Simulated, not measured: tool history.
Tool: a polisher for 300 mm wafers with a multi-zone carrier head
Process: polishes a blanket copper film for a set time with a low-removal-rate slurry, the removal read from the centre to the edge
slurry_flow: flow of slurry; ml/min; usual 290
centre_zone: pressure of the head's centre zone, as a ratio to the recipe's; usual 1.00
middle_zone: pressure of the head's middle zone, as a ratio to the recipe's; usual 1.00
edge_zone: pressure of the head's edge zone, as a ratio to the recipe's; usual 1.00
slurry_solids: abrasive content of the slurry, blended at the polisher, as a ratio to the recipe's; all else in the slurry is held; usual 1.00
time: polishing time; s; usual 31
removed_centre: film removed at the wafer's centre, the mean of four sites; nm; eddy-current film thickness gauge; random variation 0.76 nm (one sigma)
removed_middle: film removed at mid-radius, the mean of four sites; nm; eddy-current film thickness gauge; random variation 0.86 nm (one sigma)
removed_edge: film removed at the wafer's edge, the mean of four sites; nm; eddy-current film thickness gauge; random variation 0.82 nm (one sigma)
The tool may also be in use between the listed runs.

run     day  slurry_flow  centre_zone  middle_zone  edge_zone  slurry_solids  time  wafers since the last listed run  wafers polished on this pad  hours since the slurry nozzle was cleaned  hours since the centre zone pressure was calibrated  hours since the edge zone pressure was calibrated  hours since the carrier head's membrane was replaced  incoming thickness of the incoming film, nm  removed_centre  removed_middle  removed_edge
  1   0.000          290         1.00         1.07       1.00           1.00    31                                 0                         1641                                      346.6                                                448.9                                              172.3                                                 110.8                                        706.4            74.7            79.4          75.5
      1.812  -- centre zone pressure recalibrated
  2   1.971          290         1.04         1.00       1.00           1.00    31                               708                         2349                                      393.9                                                  3.8                                              219.6                                                 158.1                                        702.2            75.5            73.8          74.8
  3   3.621          290         1.00         0.95       0.96           1.00    31                               618                         2968                                      433.5                                                 43.4                                              259.2                                                 197.7                                        708.6            72.3            70.7          72.2
      4.879  -- slurry nozzle cleaned
  4   6.550          355         1.00         0.94       1.00           1.00    31                              1083                         4051                                       40.1                                                113.7                                              329.5                                                 268.0                                        724.6            73.0            70.7          74.4
  5   8.629          290         1.00         0.90       1.00           1.00    31                               779                         4831                                       90.0                                                163.6                                              379.4                                                 317.9                                        710.7            71.2            66.5          72.1
  6  11.104          290         1.00         1.00       1.00           1.00    31                               928                         5760                                      149.4                                                223.0                                              438.8                                                 377.3                                        710.4            71.0            71.7          72.3
     13.583  -- worn pad replaced by a new one
  7  14.071          290         1.00         1.00       1.00           1.00    31                              1050                          183                                      220.6                                                294.2                                              510.0                                                 448.5                                        716.6            78.9            78.9          79.4
  8  16.542          230         0.89         1.00       0.93           0.80    31                               926                         1110                                      279.9                                                353.5                                              569.3                                                 507.8                                        712.0            61.9            70.2          68.4
  9  18.446          350         1.00         1.00       1.00           1.00    31                               714                         1824                                      325.6                                                399.2                                              615.0                                                 553.5                                        705.8            75.5            76.3          75.6
     20.133  -- carrier head's membrane replaced by a new one
 10  20.758          290         1.00         1.00       1.00           1.00    31                               789                         2613                                      381.1                                                454.7                                              670.5                                                  15.0                                        701.7            72.4            72.8          73.1
     21.150  -- centre zone pressure recalibrated
 11  22.800          290         1.05         1.00       1.00           1.10    31                               734                         3348                                      430.1                                                 39.6                                              719.5                                                  64.0                                        707.1            76.9            74.7          75.1
 12  25.533          290         1.00         1.00       1.00           0.80    31                              1025                         4373                                      495.7                                                105.2                                              785.1                                                 129.6                                        699.8            65.9            68.5          69.3
     26.271  -- slurry nozzle cleaned
 13  28.029          290         1.00         1.00       1.00           1.00    31                               920                         5294                                       42.2                                                165.1                                              845.0                                                 189.5                                        697.5            71.1            70.4          72.7
     29.446  -- worn pad replaced by a new one
 14  30.188          290         1.00         1.00       1.09           1.00    31                               747                          277                                       94.0                                                216.9                                              896.8                                                 241.3                                        724.2            78.8            78.2          80.5
 15  32.400          290         1.00         1.00       1.00           1.00    31                               829                         1107                                      147.1                                                270.0                                              949.9                                                 294.4                                        725.0            75.9            75.5          77.3
 16  33.583          290         1.05         1.00       1.00           1.10    31                               443                         1551                                      175.5                                                298.4                                              978.3                                                 322.8                                        706.1            80.4            77.1          75.9
 17  34.862          290         1.00         1.00       1.00           1.00    31                               479                         2031                                      206.2                                                329.1                                             1009.0                                                 353.5                                        721.4            73.6            74.0          73.7
 18  37.812          290         1.00         1.06       1.00           1.25    31                              1106                         3138                                      277.0                                                399.9                                             1079.8                                                 424.3                                        715.3            76.7            81.1          77.8
 19  40.221          290         1.00         1.08       1.00           1.00    31                               903                         4041                                      334.8                                                457.7                                             1137.6                                                 482.1                                        709.3            71.7            76.8          71.8
     41.279  -- centre zone pressure recalibrated
 20  41.350          350         1.00         1.00       1.00           0.90    31                               392                         4434                                      361.9                                                  1.7                                             1164.7                                                 509.2                                        707.8            69.9            70.4          69.6

Forecast each of these 5 alternatives for the next run:
  A  41.367          290         1.00         1.00       1.05           1.00    31                                 6                         4440                                      362.3                                                  2.1                                             1165.1                                                 509.6                                        713.7               ?               ?             ?
  B  41.367          290         1.00         1.00       0.93           1.00    25                                 6                         4440                                      362.3                                                  2.1                                             1165.1                                                 509.6                                        713.7               ?               ?             ?
  C  41.367          355         1.05         0.92       1.00           1.25    31                                 6                         4440                                      362.3                                                  2.1                                             1165.1                                                 509.6                                        713.7               ?               ?             ?
  D  41.367          290         1.00         1.00       1.09           1.15    31                                 6                         4440                                      362.3                                                  2.1                                             1165.1                                                 509.6                                        713.7               ?               ?             ?
  E  41.367          290         1.08         1.00       1.00           1.00    31                                 6                         4440                                      362.3                                                  2.1                                             1165.1                                                 509.6                                        713.7               ?               ?             ?

run  removed_centre  removed_middle  removed_edge
  A            70.4            71.5          72.6
  B            56.8            57.7          56.2
  C            79.9            71.9          76.8
  D            73.2            74.3          76.4
  E            76.1            71.5          71.4
Without the tool's hidden state the same runs would have given:
run  removed_centre  removed_middle  removed_edge
  A            79.5            80.7          81.9
  B            64.1            65.1          63.5
  C            90.2            81.2          86.7
  D            82.7            83.9          86.3
  E            85.9            80.7          80.6

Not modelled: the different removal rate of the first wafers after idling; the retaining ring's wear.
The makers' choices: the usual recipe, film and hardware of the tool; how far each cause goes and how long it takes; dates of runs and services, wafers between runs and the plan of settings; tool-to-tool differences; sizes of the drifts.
